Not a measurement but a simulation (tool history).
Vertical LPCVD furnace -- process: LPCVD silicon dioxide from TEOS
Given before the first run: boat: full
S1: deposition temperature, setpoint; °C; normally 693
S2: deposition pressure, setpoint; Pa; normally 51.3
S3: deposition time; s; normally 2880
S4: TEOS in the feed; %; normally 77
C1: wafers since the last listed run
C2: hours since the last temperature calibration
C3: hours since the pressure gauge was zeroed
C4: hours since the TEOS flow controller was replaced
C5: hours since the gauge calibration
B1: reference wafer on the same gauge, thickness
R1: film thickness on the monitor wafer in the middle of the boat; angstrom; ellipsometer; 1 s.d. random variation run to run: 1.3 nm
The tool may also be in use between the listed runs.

run 1 hour=0 | S1=693 S2=51.3 S3=2880 S4=77 | C1=0 C2=3439.9 C3=2836.6 C4=4045.8 C5=354.1 | B1=395.56 | R1=3800.9
-- hour=36 thermocouples replaced and temperature profile calibrated
run 2 hour=36.5 | S1=693 S2=51.3 S3=2880 S4=77 | C1=223 C2=0.5 C3=2873.1 C4=4082.3 C5=390.6 | B1=395.62 | R1=4015.3
run 3 hour=41.3 | S1=693 S2=51.3 S3=2880 S4=77 | C1=85 C2=5.3 C3=2877.9 C4=4087.1 C5=395.4 | B1=396.35 | R1=4024.3
run 4 hour=46 | S1=693 S2=51.3 S3=2880 S4=77 | C1=83 C2=10 C3=2882.6 C4=4091.8 C5=400.1 | B1=396.01 | R1=4009.2
run 5 hour=54.1 | S1=693 S2=51.3 S3=2880 S4=83 | C1=144 C2=18.1 C3=2890.7 C4=4099.9 C5=408.2 | B1=396.29 | R1=4171.9
run 6 hour=63 | S1=693 S2=51.3 S3=2880 S4=83 | C1=158 C2=27 C3=2899.6 C4=4108.8 C5=417.1 | B1=396.42 | R1=4185.7
run 7 hour=72.7 | S1=693 S2=51.3 S3=2880 S4=77 | C1=173 C2=36.7 C3=2909.3 C4=4118.5 C5=426.8 | B1=396.02 | R1=4022.2
-- hour=106.1 TEOS flow controller replaced
-- hour=125.4 thermocouples replaced and temperature profile calibrated, repeated, since the last time left the tool worse
run 8 hour=125.9 | S1=693 S2=51.3 S3=2880 S4=77 | C1=177 C2=0.5 C3=2962.5 C4=19.8 C5=480 | B1=395.44 | R1=3593.8
run 9 hour=133.4 | S1=688 S2=54.7 S3=2370 S4=77 | C1=133 C2=8 C3=2970 C4=27.3 C5=487.5 | B1=396.19 | R1=2693.1
-- hour=144.9 gauge calibrated
run 10 hour=150.6 | S1=702 S2=60.7 S3=2430 S4=77 | C1=307 C2=25.2 C3=2987.2 C4=44.5 C5=5.7 | B1=395.6 | R1=4065.8
run 11 hour=164 | S1=693 S2=51.3 S3=2880 S4=63 | C1=239 C2=38.6 C3=3000.6 C4=57.9 C5=19.1 | B1=396.26 | R1=3228.6
run 12 hour=174.4 | S1=686 S2=57.3 S3=1950 S4=63 | C1=185 C2=49 C3=3011 C4=68.3 C5=29.5 | B1=395.98 | R1=1971.1
run 13 hour=187.8 | S1=693 S2=61.3 S3=3810 S4=88 | C1=239 C2=62.4 C3=3024.4 C4=81.7 C5=42.9 | B1=395.96 | R1=5552.8
run 14 hour=197.7 | S1=689 S2=62 S3=2880 S4=77 | C1=176 C2=72.3 C3=3034.3 C4=91.6 C5=52.8 | B1=395.63 | R1=3577
run 15 hour=214.7 | S1=693 S2=51.3 S3=1800 S4=68 | C1=303 C2=89.3 C3=3051.3 C4=108.6 C5=69.8 | B1=396.12 | R1=2103.3
run 16 hour=227.3 | S1=693 S2=62 S3=2880 S4=83 | C1=225 C2=101.9 C3=3063.9 C4=121.2 C5=82.4 | B1=395.97 | R1=4104.9
run 17 hour=236.8 | S1=693 S2=51.3 S3=2880 S4=77 | C1=169 C2=111.4 C3=3073.4 C4=130.7 C5=91.9 | B1=395.71 | R1=3581
run 18 hour=248.5 | S1=693 S2=56 S3=2070 S4=91 | C1=209 C2=123.1 C3=3085.1 C4=142.4 C5=103.6 | B1=396.06 | R1=2926.5
run 19 hour=258.2 | S1=693 S2=51.3 S3=3330 S4=71 | C1=173 C2=132.8 C3=3094.8 C4=152.1 C5=113.3 | B1=395.56 | R1=3997.8
run 20 hour=272 | S1=686 S2=51.3 S3=3870 S4=72 | C1=246 C2=146.6 C3=3108.6 C4=165.9 C5=127.1 | B1=396.53 | R1=3945.7
-- hour=307.7 pressure gauge zeroed
run 21 hour=308.2 | S1=704 S2=51.3 S3=2880 S4=83 | C1=217 C2=182.8 C3=0.5 C4=202.1 C5=163.3 | B1=396.24 | R1=4806.2
run 22 hour=313 | S1=684 S2=51.3 S3=2880 S4=90 | C1=85 C2=187.6 C3=5.3 C4=206.9 C5=168.1 | B1=395.67 | R1=3114.4
run 23 hour=337.7 | S1=693 S2=51.3 S3=2880 S4=85 | C1=441 C2=212.3 C3=30 C4=231.6 C5=192.8 | B1=396.32 | R1=3756.2
run 24 hour=351.4 | S1=689 S2=46 S3=2880 S4=84 | C1=244 C2=226 C3=43.7 C4=245.3 C5=206.5 | B1=395.83 | R1=3240.7
run 25 hour=358.7 | S1=700 S2=60.7 S3=2880 S4=77 | C1=130 C2=233.3 C3=51 C4=252.6 C5=213.8 | B1=395.73 | R1=4567
run 26 hour=367.5 | S1=686 S2=57.3 S3=1950 S4=63 | C1=157 C2=242.1 C3=59.8 C4=261.4 C5=222.6 | B1=395.69 | R1=1962.7
run 27 hour=374.8 | S1=693 S2=58.7 S3=3780 S4=77 | C1=130 C2=249.4 C3=67.1 C4=268.7 C5=229.9 | B1=396.02 | R1=5030.4
run 28 hour=381.6 | S1=699 S2=57.3 S3=3540 S4=77 | C1=121 C2=256.2 C3=73.9 C4=275.5 C5=236.7 | B1=395.17 | R1=5341.9
run 29 hour=393.3 | S1=687 S2=42.7 S3=2880 S4=86 | C1=209 C2=267.9 C3=85.6 C4=287.2 C5=248.4 | B1=395.73 | R1=2988.9
run 30 hour=447.6 | S1=693 S2=51.3 S3=2880 S4=77 | C1=970 C2=322.2 C3=139.9 C4=341.5 C5=302.7 | B1=396.29 | R1=3581.5
run 31 hour=459.1 | S1=693 S2=51.3 S3=2880 S4=77 | C1=205 C2=333.7 C3=151.4 C4=353 C5=314.2 | B1=395.62 | R1=3591
run 32 hour=471.7 | S1=693 S2=51.3 S3=2880 S4=77 | C1=225 C2=346.3 C3=164 C4=365.6 C5=326.8 | B1=396.31 | R1=3591.4

Predict each of these 3 candidate next runs independently; none follows another, all start after run 32:
run A hour=476.6 | S1=693 S2=51.3 S3=2880 S4=77 | C1=87 C2=351.2 C3=168.9 C4=370.5 C5=331.7 | B1=? | R1=?
run B hour=476.6 | S1=693 S2=51.3 S3=2070 S4=65 | C1=87 C2=351.2 C3=168.9 C4=370.5 C5=331.7 | B1=? | R1=?
run C hour=476.6 | S1=693 S2=62 S3=2880 S4=90 | C1=87 C2=351.2 C3=168.9 C4=370.5 C5=331.7 | B1=? | R1=?

run=A B1=395.89 R1=3577.8
run=B B1=395.89 R1=2362.7
run=C B1=395.89 R1=4250.9
With the hidden condition removed and each run's random variation left untouched, the same runs would have given:
run=A R1=3547.5
run=B R1=2342.7
run=C R1=4215

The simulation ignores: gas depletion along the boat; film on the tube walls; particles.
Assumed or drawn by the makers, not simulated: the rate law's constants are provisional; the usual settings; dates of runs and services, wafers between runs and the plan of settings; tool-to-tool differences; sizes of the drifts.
